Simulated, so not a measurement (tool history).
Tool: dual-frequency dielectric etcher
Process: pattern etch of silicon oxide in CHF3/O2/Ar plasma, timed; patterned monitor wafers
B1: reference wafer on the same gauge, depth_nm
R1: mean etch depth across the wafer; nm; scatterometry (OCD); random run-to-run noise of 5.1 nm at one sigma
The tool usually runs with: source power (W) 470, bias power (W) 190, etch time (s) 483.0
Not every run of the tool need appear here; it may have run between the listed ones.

run 1 hour=0.0 | source_power_(W)=470 bias_power_(W)=190 etch_time_(s)=483.0 | B1=893.7 | R1=980.3
run 2 hour=12.1 | source_power_(W)=470 bias_power_(W)=190 etch_time_(s)=483.0 | B1=893.5 | R1=995.0
run 3 hour=27.6 | source_power_(W)=470 bias_power_(W)=190 etch_time_(s)=483.0 | B1=893.0 | R1=994.2
-- hour=36.8 bias power generator calibrated
run 4 hour=43.7 | source_power_(W)=470 bias_power_(W)=190 etch_time_(s)=483.0 | B1=894.3 | R1=986.3
-- hour=58.5 source power generator calibrated
run 5 hour=59.0 | source_power_(W)=470 bias_power_(W)=190 etch_time_(s)=483.0 | B1=891.4 | R1=986.7
run 6 hour=71.3 | source_power_(W)=470 bias_power_(W)=190 etch_time_(s)=483.0 | B1=893.7 | R1=990.3
run 7 hour=80.6 | source_power_(W)=470 bias_power_(W)=190 etch_time_(s)=483.0 | B1=892.0 | R1=992.3
run 8 hour=92.5 | source_power_(W)=570 bias_power_(W)=190 etch_time_(s)=540.5 | B1=894.5 | R1=1191.2
run 9 hour=103.0 | source_power_(W)=510 bias_power_(W)=190 etch_time_(s)=611.5 | B1=891.2 | R1=1298.3
run 10 hour=111.5 | source_power_(W)=570 bias_power_(W)=146 etch_time_(s)=551.0 | B1=894.0 | R1=1106.2
run 11 hour=118.2 | source_power_(W)=470 bias_power_(W)=190 etch_time_(s)=483.0 | B1=890.7 | R1=991.6
-- hour=146.6 upper electrode replaced
run 12 hour=147.1 | source_power_(W)=440 bias_power_(W)=190 etch_time_(s)=483.0 | B1=892.8 | R1=981.6
run 13 hour=147.5 | source_power_(W)=470 bias_power_(W)=190 etch_time_(s)=483.0 | B1=892.6 | R1=1009.2
run 14 hour=152.9 | source_power_(W)=470 bias_power_(W)=190 etch_time_(s)=483.0 | B1=892.1 | R1=994.1
run 15 hour=168.3 | source_power_(W)=470 bias_power_(W)=166 etch_time_(s)=389.5 | B1=892.4 | R1=773.4
run 16 hour=175.4 | source_power_(W)=540 bias_power_(W)=217 etch_time_(s)=619.0 | B1=892.7 | R1=1422.0
run 17 hour=187.9 | source_power_(W)=400 bias_power_(W)=190 etch_time_(s)=483.0 | B1=892.4 | R1=959.7
run 18 hour=202.4 | source_power_(W)=470 bias_power_(W)=190 etch_time_(s)=483.0 | B1=892.9 | R1=1005.0
run 19 hour=212.6 | source_power_(W)=470 bias_power_(W)=156 etch_time_(s)=605.0 | B1=891.2 | R1=1182.9
run 20 hour=226.4 | source_power_(W)=470 bias_power_(W)=145 etch_time_(s)=483.0 | B1=893.1 | R1=916.3
run 21 hour=241.3 | source_power_(W)=470 bias_power_(W)=190 etch_time_(s)=483.0 | B1=892.9 | R1=1009.8
run 22 hour=252.7 | source_power_(W)=410 bias_power_(W)=212 etch_time_(s)=483.0 | B1=891.2 | R1=1012.2
run 23 hour=270.3 | source_power_(W)=470 bias_power_(W)=190 etch_time_(s)=483.0 | B1=892.8 | R1=1017.8
run 24 hour=280.2 | source_power_(W)=470 bias_power_(W)=226 etch_time_(s)=483.0 | B1=892.0 | R1=1069.3
run 25 hour=293.5 | source_power_(W)=360 bias_power_(W)=162 etch_time_(s)=602.0 | B1=891.1 | R1=1105.7
run 26 hour=304.2 | source_power_(W)=470 bias_power_(W)=190 etch_time_(s)=483.0 | B1=892.0 | R1=1014.6
run 27 hour=315.9 | source_power_(W)=470 bias_power_(W)=217 etch_time_(s)=603.5 | B1=893.7 | R1=1342.4
run 28 hour=322.9 | source_power_(W)=570 bias_power_(W)=163 etch_time_(s)=534.5 | B1=894.8 | R1=1140.5
run 29 hour=339.4 | source_power_(W)=470 bias_power_(W)=190 etch_time_(s)=546.0 | B1=893.0 | R1=1158.0

Below, each run's measurement less what the same run would have read without the hidden state. Both values contain the same run-to-run variation, but the gauge's scatter may not be the same in both:
Hidden conditions of the tool in this case: etch rate over this chamber's usual, %; source power that arrives over what is set, %; bias power that arrives over what is set, %; gauge reads high (%).
run=1 R1=+3.2
run=2 R1=+4.6
run=3 R1=+6.2
run=4 R1=+7.9
run=5 R1=+9.6
run=6 R1=+11.0
run=7 R1=+12.0
run=8 R1=+15.8
run=9 R1=+18.7
run=10 R1=+17.0
run=11 R1=+15.9
run=12 R1=+18.8
run=13 R1=+19.3
run=14 R1=+19.6
run=15 R1=+16.5
run=16 R1=+31.5
run=17 R1=+22.5
run=18 R1=+25.1
run=19 R1=+30.8
run=20 R1=+25.2
run=21 R1=+29.4
run=22 R1=+30.6
run=23 R1=+32.6
run=24 R1=+35.4
run=25 R1=+38.1
run=26 R1=+36.1
run=27 R1=+49.4
run=28 R1=+42.7
run=29 R1=+45.4
